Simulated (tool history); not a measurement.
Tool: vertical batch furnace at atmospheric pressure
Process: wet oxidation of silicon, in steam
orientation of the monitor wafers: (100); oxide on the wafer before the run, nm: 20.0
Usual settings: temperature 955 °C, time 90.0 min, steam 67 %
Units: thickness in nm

run,hour,temperature,time,steam,"read-back reference wafer on the same gauge, thickness",thickness
1,0.0,955,90.0,59,308.00,260.18
2,22.1,955,74.5,67,307.82,248.70
3,40.0,955,74.5,67,308.06,249.60
4,68.3,955,74.5,67,308.16,246.87
5,101.9,955,90.0,67,307.85,286.13
6,124.8,955,90.0,67,308.07,287.83
7,147.9,955,90.0,67,307.77,286.27
8,171.9,955,90.0,67,307.87,286.99
9,188.1,955,90.0,61,308.10,267.35
10,218.9,955,90.0,61,308.20,269.33
11,254.7,955,90.0,61,307.94,266.05
12,334.1,955,90.0,67,308.14,286.83
13,357.5,955,90.0,67,308.06,287.02
14,382.2,955,90.0,67,307.68,285.51
# hour 409.0: steam generator serviced
15,416.5,955,90.0,67,308.29,304.37
16,434.1,955,90.0,67,308.11,300.48
17,468.4,955,90.0,67,307.95,299.05
18,486.8,955,90.0,56,308.12,262.76
19,502.6,937,90.0,67,307.95,255.73
# hour 532.1: gauge calibrated
# hour 533.8: thermocouples replaced and temperature profile calibrated
20,534.3,955,90.0,67,307.95,298.95
21,566.3,955,90.0,79,307.65,337.80
22,582.7,934,90.0,76,307.90,272.57
23,606.4,955,90.0,67,308.16,297.63
24,627.1,955,90.0,76,307.84,326.50
25,657.2,946,59.0,67,307.95,200.04
26,669.8,955,90.0,67,307.71,295.76
27,704.3,955,105.0,56,308.26,289.49
28,722.5,974,125.5,74,307.83,464.14
29,735.4,934,75.0,67,308.17,210.57
30,748.8,955,90.0,67,307.88,295.48
31,779.8,934,90.0,67,307.87,242.61
32,804.9,955,90.0,67,308.40,294.39
33,833.2,955,58.5,72,307.95,225.00
34,855.7,955,90.0,67,307.92,291.50

3 ways to go on from here, each from the tool as it stands after run 34. What would each give?
A,861.4,955,90.0,67,?,?
B,861.4,945,70.0,58,?,?
C,861.4,962,102.5,71,?,?

run,"read-back reference wafer on the same gauge, thickness",thickness
A,308.26,291.08
B,308.26,196.90
C,308.26,354.47
Without the tool's hidden state the same runs would have given:
run,thickness
A,301.16
B,203.97
C,366.38
